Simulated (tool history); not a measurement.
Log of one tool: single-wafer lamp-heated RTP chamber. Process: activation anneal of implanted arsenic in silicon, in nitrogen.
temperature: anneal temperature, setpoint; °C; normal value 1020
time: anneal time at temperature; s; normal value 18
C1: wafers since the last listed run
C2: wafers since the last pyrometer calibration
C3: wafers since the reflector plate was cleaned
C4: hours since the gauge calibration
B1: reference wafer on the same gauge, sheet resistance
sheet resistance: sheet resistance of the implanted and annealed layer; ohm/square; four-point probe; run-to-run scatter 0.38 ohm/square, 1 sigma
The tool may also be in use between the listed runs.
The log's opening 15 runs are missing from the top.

run 16 day=7.675 | temperature=1041 time=8 | C1=300 C2=3924 C3=1113 C4=18.6 | B1=111.97 | sheet_resistance=106.82
run 17 day=7.958 | temperature=1020 time=18 | C1=119 C2=4043 C3=1233 C4=25.4 | B1=112 | sheet_resistance=104.64
run 18 day=8.371 | temperature=1009 time=21 | C1=174 C2=4217 C3=1407 C4=35.3 | B1=111.94 | sheet_resistance=105.54
run 19 day=8.871 | temperature=991 time=23 | C1=211 C2=4429 C3=1618 C4=47.3 | B1=112.02 | sheet_resistance=108.36
run 20 day=9.258 | temperature=1048 time=25 | C1=163 C2=4592 C3=1782 C4=56.6 | B1=111.99 | sheet_resistance=95.28
run 21 day=9.612 | temperature=1031 time=8 | C1=149 C2=4742 C3=1931 C4=65.1 | B1=112.06 | sheet_resistance=109.12
run 22 day=10.358 | temperature=1020 time=18 | C1=314 C2=5056 C3=2246 C4=83 | B1=111.92 | sheet_resistance=104.77
run 23 day=11.025 | temperature=1020 time=18 | C1=281 C2=5338 C3=2527 C4=99 | B1=111.99 | sheet_resistance=104.69
-- day=11.888 pyrometer window cleaned and pyrometer calibrated
run 24 day=11.908 | temperature=1020 time=18 | C1=232 C2=9 C3=2760 C4=120.2 | B1=111.95 | sheet_resistance=105.13
run 25 day=12.017 | temperature=1042 time=13 | C1=45 C2=55 C3=2805 C4=122.8 | B1=111.95 | sheet_resistance=102.12
run 26 day=12.533 | temperature=1049 time=26 | C1=218 C2=273 C3=3023 C4=135.2 | B1=111.99 | sheet_resistance=93.67
run 27 day=12.992 | temperature=1008 time=26 | C1=193 C2=466 C3=3217 C4=146.2 | B1=111.99 | sheet_resistance=103.87
run 28 day=13.304 | temperature=1020 time=23 | C1=131 C2=598 C3=3349 C4=153.7 | B1=112 | sheet_resistance=101.96
run 29 day=13.608 | temperature=1020 time=18 | C1=128 C2=726 C3=3477 C4=161 | B1=111.98 | sheet_resistance=103.63
run 30 day=14.271 | temperature=1020 time=18 | C1=279 C2=1006 C3=3757 C4=176.9 | B1=111.98 | sheet_resistance=104.02
run 31 day=14.617 | temperature=1020 time=18 | C1=145 C2=1152 C3=3903 C4=185.2 | B1=112.12 | sheet_resistance=104.19
run 32 day=15.1 | temperature=1020 time=25 | C1=204 C2=1356 C3=4107 C4=196.8 | B1=112.13 | sheet_resistance=100.18
run 33 day=15.762 | temperature=1020 time=18 | C1=279 C2=1636 C3=4386 C4=212.7 | B1=111.99 | sheet_resistance=103.85
run 34 day=16.3 | temperature=999 time=14 | C1=226 C2=1863 C3=4613 C4=225.6 | B1=112.04 | sheet_resistance=110.75
run 35 day=17.033 | temperature=1020 time=22 | C1=309 C2=2172 C3=4923 C4=243.2 | B1=112.06 | sheet_resistance=102.59
run 36 day=17.292 | temperature=1020 time=10 | C1=109 C2=2281 C3=5032 C4=249.4 | B1=112.1 | sheet_resistance=108.85
run 37 day=17.875 | temperature=993 time=28 | C1=246 C2=2527 C3=5278 C4=263.4 | B1=112.03 | sheet_resistance=106.25

Each row is a separate what-if for the run after 37, all from the same tool condition, not one after another. Results?
run A day=17.892 | temperature=1030 time=18 | C1=7 C2=2534 C3=5285 C4=263.8 | B1=? | sheet_resistance=?
run B day=17.892 | temperature=1008 time=24 | C1=7 C2=2534 C3=5285 C4=263.8 | B1=? | sheet_resistance=?
run C day=17.892 | temperature=1030 time=26 | C1=7 C2=2534 C3=5285 C4=263.8 | B1=? | sheet_resistance=?
run D day=17.892 | temperature=991 time=8 | C1=7 C2=2534 C3=5285 C4=263.8 | B1=? | sheet_resistance=?

run=A B1=111.99 sheet_resistance=101.51
run=B B1=111.99 sheet_resistance=104.03
run=C B1=111.99 sheet_resistance=98.08
run=D B1=111.99 sheet_resistance=117.39
With no hidden state in the tool, these same runs would have given:
run=A sheet_resistance=102.57
run=B sheet_resistance=105.1
run=C sheet_resistance=99.2
run=D sheet_resistance=118.73

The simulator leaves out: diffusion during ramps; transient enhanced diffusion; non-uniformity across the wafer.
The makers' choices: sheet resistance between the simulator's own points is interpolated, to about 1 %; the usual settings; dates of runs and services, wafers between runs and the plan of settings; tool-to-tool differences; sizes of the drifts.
